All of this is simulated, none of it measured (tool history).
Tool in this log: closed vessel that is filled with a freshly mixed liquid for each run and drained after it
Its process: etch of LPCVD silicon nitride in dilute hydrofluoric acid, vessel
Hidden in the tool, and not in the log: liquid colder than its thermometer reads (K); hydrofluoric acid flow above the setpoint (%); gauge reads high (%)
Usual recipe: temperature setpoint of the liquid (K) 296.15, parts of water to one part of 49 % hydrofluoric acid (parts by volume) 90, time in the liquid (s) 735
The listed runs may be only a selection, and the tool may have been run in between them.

run,hour,temperature setpoint of the liquid (K),parts of water to one part of 49 % hydrofluoric acid (parts by volume),time in the liquid (s),wafers since the last listed run,hours since the thermometer was replaced,hours since the hydrofluoric acid flow meter was replaced,hours since the gauge calibration,"read-back film thickness of the LPCVD silicon nitride reference wafer, read on the same gauge (nm)",thickness taken off the LPCVD silicon nitride on a monitor wafer (nm)
1,0.0,296.15,90,735,0,619.9,985.6,193.9,70.019,3.815
2,19.5,296.15,65,1045,1013,639.4,1005.1,213.4,69.966,7.379
3,36.4,296.15,90,735,878,656.3,1022.0,230.3,69.989,3.705
4,49.8,296.15,90,735,696,669.7,1035.4,243.7,69.998,3.719
5,62.6,296.15,90,735,665,682.5,1048.2,256.5,70.071,3.717
6,81.1,293.65,90,735,961,701.0,1066.7,275.0,69.990,3.182
7,107.0,296.15,90,735,1346,726.9,1092.6,300.9,69.993,3.687
8,128.7,296.15,90,735,1128,748.6,1114.3,322.6,70.021,3.667
# hour 152.7: gauge calibrated
9,160.5,296.15,90,735,1653,780.4,1146.1,7.8,70.017,3.648
10,189.3,296.15,65,735,1497,809.2,1174.9,36.6,70.005,5.016
11,222.7,296.15,70,625,1736,842.6,1208.3,70.0,69.985,3.950
12,237.2,299.15,90,735,753,857.1,1222.8,84.5,70.038,4.464
# hour 238.2: hydrofluoric acid flow meter replaced
# hour 245.0: thermometer replaced
13,260.2,293.65,125,735,1091,15.2,22.0,107.5,69.993,2.524
14,316.4,296.15,90,735,2921,71.4,78.2,163.7,70.023,4.160
15,336.5,296.15,90,1170,1044,91.5,98.3,183.8,70.023,6.550
16,353.7,296.15,60,1030,894,108.7,115.5,201.0,69.987,8.566
17,368.9,296.15,90,735,790,123.9,130.7,216.2,70.058,4.092
18,394.7,299.15,50,735,1341,149.7,156.5,242.0,70.052,8.797
19,423.8,294.65,55,935,1512,178.8,185.6,271.1,70.025,7.496
20,443.0,296.15,90,735,998,198.0,204.8,290.3,70.009,4.020
21,467.6,296.15,130,735,1278,222.6,229.4,314.9,70.030,2.799

Forecast each of these 3 alternatives for the next run:
A,468.5,296.15,90,735,46,223.5,230.3,315.8,?,?
B,468.5,296.15,90,365,46,223.5,230.3,315.8,?,?
C,468.5,298.65,70,395,46,223.5,230.3,315.8,?,?

run,"read-back film thickness of the LPCVD silicon nitride reference wafer, read on the same gauge (nm)",thickness taken off the LPCVD silicon nitride on a monitor wafer (nm)
A,70.016,4.039
B,70.016,2.006
C,70.016,3.284
The same runs, with their run-to-run variation unchanged, on a tool lacking any hidden condition would have given:
run,thickness taken off the LPCVD silicon nitride on a monitor wafer (nm)
A,4.235
B,2.103
C,3.442

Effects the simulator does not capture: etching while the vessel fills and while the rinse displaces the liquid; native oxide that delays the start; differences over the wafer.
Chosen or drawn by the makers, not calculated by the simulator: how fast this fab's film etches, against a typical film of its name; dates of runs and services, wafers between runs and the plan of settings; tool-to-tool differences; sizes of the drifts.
